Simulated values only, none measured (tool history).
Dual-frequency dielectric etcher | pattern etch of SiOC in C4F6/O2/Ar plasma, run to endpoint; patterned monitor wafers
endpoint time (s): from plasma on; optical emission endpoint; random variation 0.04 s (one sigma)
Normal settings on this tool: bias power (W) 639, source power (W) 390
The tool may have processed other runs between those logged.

| run | hour | bias power (W) | source power (W) | wafers since the last listed run | hours since the last wet clean | hours since the last bias power generator calibration | hours since the last source power generator calibration | hours since the last upper electrode change | incoming incoming film thickness, nm | endpoint time (s) |
|---|---|---|---|---|---|---|---|---|---|---|
| 1 | 0 | 639 | 390 | 0 | 343.9 | 1668.4 | 273.9 | 980.8 | 27.44 | 8.4 |
| 2 | 81.9 | 639 | 390 | 953 | 425.8 | 1750.3 | 355.8 | 1062.7 | 27.48 | 8.5 |
|  | 161.8 | wet clean of the chamber |
| 3 | 176.4 | 639 | 390 | 820 | 14.6 | 1844.8 | 450.3 | 1157.2 | 27.29 | 8.3 |
| 4 | 280.4 | 639 | 390 | 1210 | 118.6 | 1948.8 | 554.3 | 1261.2 | 27.28 | 8.3 |
| 5 | 370.3 | 639 | 390 | 1046 | 208.5 | 2038.7 | 644.2 | 1351.1 | 27.32 | 8.5 |
| 6 | 453 | 639 | 390 | 962 | 291.2 | 2121.4 | 726.9 | 1433.8 | 27.17 | 8.4 |
| 7 | 594.8 | 639 | 390 | 1650 | 433 | 2263.2 | 868.7 | 1575.6 | 27.33 | 8.4 |
| 8 | 661.3 | 584 | 390 | 774 | 499.5 | 2329.7 | 935.2 | 1642.1 | 27.52 | 8.6 |
| 9 | 718.6 | 584 | 390 | 666 | 556.8 | 2387 | 992.5 | 1699.4 | 27.05 | 8.4 |
|  | 763.2 | wet clean of the chamber |
| 10 | 763.7 | 639 | 390 | 245 | 0.5 | 2432.1 | 1037.6 | 1744.5 | 27.21 | 8.4 |
| 11 | 809.4 | 572 | 390 | 531 | 46.2 | 2477.8 | 1083.3 | 1790.2 | 27.31 | 8.6 |
| 12 | 864.3 | 572 | 390 | 639 | 101.1 | 2532.7 | 1138.2 | 1845.1 | 26.97 | 8.4 |
|  | 890.1 | bias power generator calibrated |
|  | 925.8 | upper electrode replaced |
| 13 | 931.6 | 572 | 390 | 457 | 168.4 | 41.5 | 1205.5 | 5.8 | 27.18 | 8.5 |
| 14 | 1027.4 | 682 | 330 | 1115 | 264.2 | 137.3 | 1301.3 | 101.6 | 27.42 | 8.7 |
| 15 | 1066.3 | 639 | 430 | 452 | 303.1 | 176.2 | 1340.2 | 140.5 | 27.25 | 8.2 |
| 16 | 1163.2 | 585 | 390 | 1127 | 400 | 273.1 | 1437.1 | 237.4 | 26.99 | 8.4 |
| 17 | 1201 | 639 | 390 | 440 | 437.8 | 310.9 | 1474.9 | 275.2 | 27.2 | 8.4 |
|  | 1266.9 | wet clean of the chamber |
| 18 | 1267.4 | 639 | 320 | 493 | 0.5 | 377.3 | 1541.3 | 341.6 | 27.25 | 8.8 |
| 19 | 1282.6 | 639 | 390 | 176 | 15.7 | 392.5 | 1556.5 | 356.8 | 27.36 | 8.3 |
| 20 | 1350.9 | 639 | 390 | 795 | 84 | 460.8 | 1624.8 | 425.1 | 27.53 | 8.5 |
| 21 | 1411.2 | 482 | 440 | 701 | 144.3 | 521.1 | 1685.1 | 485.4 | 27.07 | 8.4 |
|  | 1450.9 | source power generator calibrated |
| 22 | 1543.5 | 524 | 470 | 1493 | 276.6 | 653.4 | 92.6 | 617.7 | 27.22 | 8.3 |
| 23 | 1600.8 | 639 | 460 | 666 | 333.9 | 710.7 | 149.9 | 675 | 27.13 | 7.9 |
| 24 | 1706 | 639 | 390 | 1224 | 439.1 | 815.9 | 255.1 | 780.2 | 27.1 | 8.3 |
| 25 | 1753 | 490 | 390 | 547 | 486.1 | 862.9 | 302.1 | 827.2 | 27 | 8.7 |
| 26 | 1830.2 | 522 | 480 | 898 | 563.3 | 940.1 | 379.3 | 904.4 | 27.28 | 8.2 |
|  | 1860.7 | wet clean of the chamber |
| 27 | 1905 | 742 | 330 | 591 | 44.3 | 1014.9 | 454.1 | 979.2 | 27.23 | 8.5 |
| 28 | 2006.8 | 639 | 390 | 1184 | 146.1 | 1116.7 | 555.9 | 1081 | 27.28 | 8.4 |
| 29 | 2079.4 | 741 | 390 | 845 | 218.7 | 1189.3 | 628.5 | 1153.6 | 27.2 | 8.1 |
| 30 | 2144.5 | 569 | 480 | 757 | 283.8 | 1254.4 | 693.6 | 1218.7 | 27.19 | 8 |
|  | 2354.2 | wet clean of the chamber |
| 31 | 2367.3 | 639 | 390 | 2314 | 13.1 | 1477.2 | 916.4 | 1441.5 | 27.18 | 8.3 |
| 32 | 2416.8 | 507 | 470 | 576 | 62.6 | 1526.7 | 965.9 | 1491 | 27.15 | 8.2 |
| 33 | 2459 | 639 | 390 | 491 | 104.8 | 1568.9 | 1008.1 | 1533.2 | 26.99 | 8.3 |
| 34 | 2524.2 | 742 | 390 | 758 | 170 | 1634.1 | 1073.3 | 1598.4 | 27.1 | 8 |
| 35 | 2563.2 | 639 | 470 | 453 | 209 | 1673.1 | 1112.3 | 1637.4 | 27.33 | 8 |
| 36 | 2642.6 | 639 | 390 | 924 | 288.4 | 1752.5 | 1191.7 | 1716.8 | 27.11 | 8.4 |

The tool's hidden state at each run:
etch rate over this chamber's usual, %: 0 across all the runs
bias power that arrives over what is set, %: 0 across all the runs
source power that arrives over what is set, %: 0 across all the runs

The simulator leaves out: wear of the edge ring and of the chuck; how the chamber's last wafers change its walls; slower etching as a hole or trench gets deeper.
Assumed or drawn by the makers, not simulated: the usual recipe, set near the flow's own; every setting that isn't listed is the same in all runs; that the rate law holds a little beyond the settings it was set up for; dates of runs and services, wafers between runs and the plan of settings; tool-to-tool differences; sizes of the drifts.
